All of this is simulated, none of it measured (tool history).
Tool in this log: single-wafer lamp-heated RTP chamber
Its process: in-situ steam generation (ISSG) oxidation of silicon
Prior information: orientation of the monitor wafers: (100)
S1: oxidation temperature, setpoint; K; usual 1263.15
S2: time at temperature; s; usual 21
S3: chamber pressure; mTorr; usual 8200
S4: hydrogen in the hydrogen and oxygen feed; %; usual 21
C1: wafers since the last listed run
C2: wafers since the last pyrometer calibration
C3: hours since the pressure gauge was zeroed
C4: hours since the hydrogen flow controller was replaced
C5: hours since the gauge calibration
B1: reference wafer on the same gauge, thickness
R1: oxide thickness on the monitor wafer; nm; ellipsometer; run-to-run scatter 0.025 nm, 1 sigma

run   hour       S1  S2    S3  S4   C1    C2      C3      C4     C5     B1     R1
  1      0  1263.15  21  8200  14    0  3109  2799.7  6626.1   34.2  5.756  5.308
  2   53.6  1263.15  21  8200  14  329  3439  2853.3  6679.7   87.8  5.746  5.291
  3  112.9  1263.15  21  7600  19  364  3804  2912.6    6739  147.1  5.749  5.674
  4  178.8  1263.15  21  7600  19  405  4210  2978.5  6804.9    213   5.75  5.681
  5  235.7  1263.15  21  7600  19  350  4560  3035.4  6861.8  269.9  5.761  5.687
  6  278.8  1258.15  21  8200  21  265  4825  3078.5  6904.9    313  5.736  5.724
  7  335.2  1263.15  21  8200  21  347  5172  3134.9  6961.3  369.4  5.746  5.882
  8  389.9  1263.15  21  8200  21  336  5508  3189.6    7016  424.1  5.754  5.866
  9  436.3  1263.15  21  8200  21  285  5794    3236  7062.4  470.5  5.749  5.881
 10  495.6  1263.15  21  8200  21  364  6159  3295.3  7121.7  529.8  5.753   5.88
     557.1  -- pyrometer window cleaned and pyrometer calibrated
 11  557.6  1263.15  26  8200  21  332     2  3357.3  7183.7  591.8  5.746   6.33
 12  580.5  1263.15  26  8200  21  140   143  3380.2  7206.6  614.7  5.741   6.29
 13    611  1263.15  26  8200  21  187   331  3410.7  7237.1  645.2  5.756  6.347
 14  676.9  1263.15  21  7600  21  405   736  3476.6    7303  711.1   5.75  5.751
 15  705.1  1255.15  21  8200  13  173   910  3504.8  7331.2  739.3  5.737  5.014
 16  746.7  1281.15  27  9100  24  255  1166  3546.4  7372.8  780.9  5.744  7.176
 17    791  1258.15  27  8200  21  272  1438  3590.7  7417.1  825.2  5.736   6.31
 18  815.5  1263.15  21  9000  17  150  1589  3615.2  7441.6  849.7  5.747  5.506

Forecast run 19:
 19  867.2  1249.15  21  6900  21  318  1907  3666.9  7493.3  901.4   ?   ?

Logged for run 19: B1 5.75, R1 5.456 nm.
If the tool had no hidden condition, the same run with the same run-to-run variation would have returned R1 5.376 nm.

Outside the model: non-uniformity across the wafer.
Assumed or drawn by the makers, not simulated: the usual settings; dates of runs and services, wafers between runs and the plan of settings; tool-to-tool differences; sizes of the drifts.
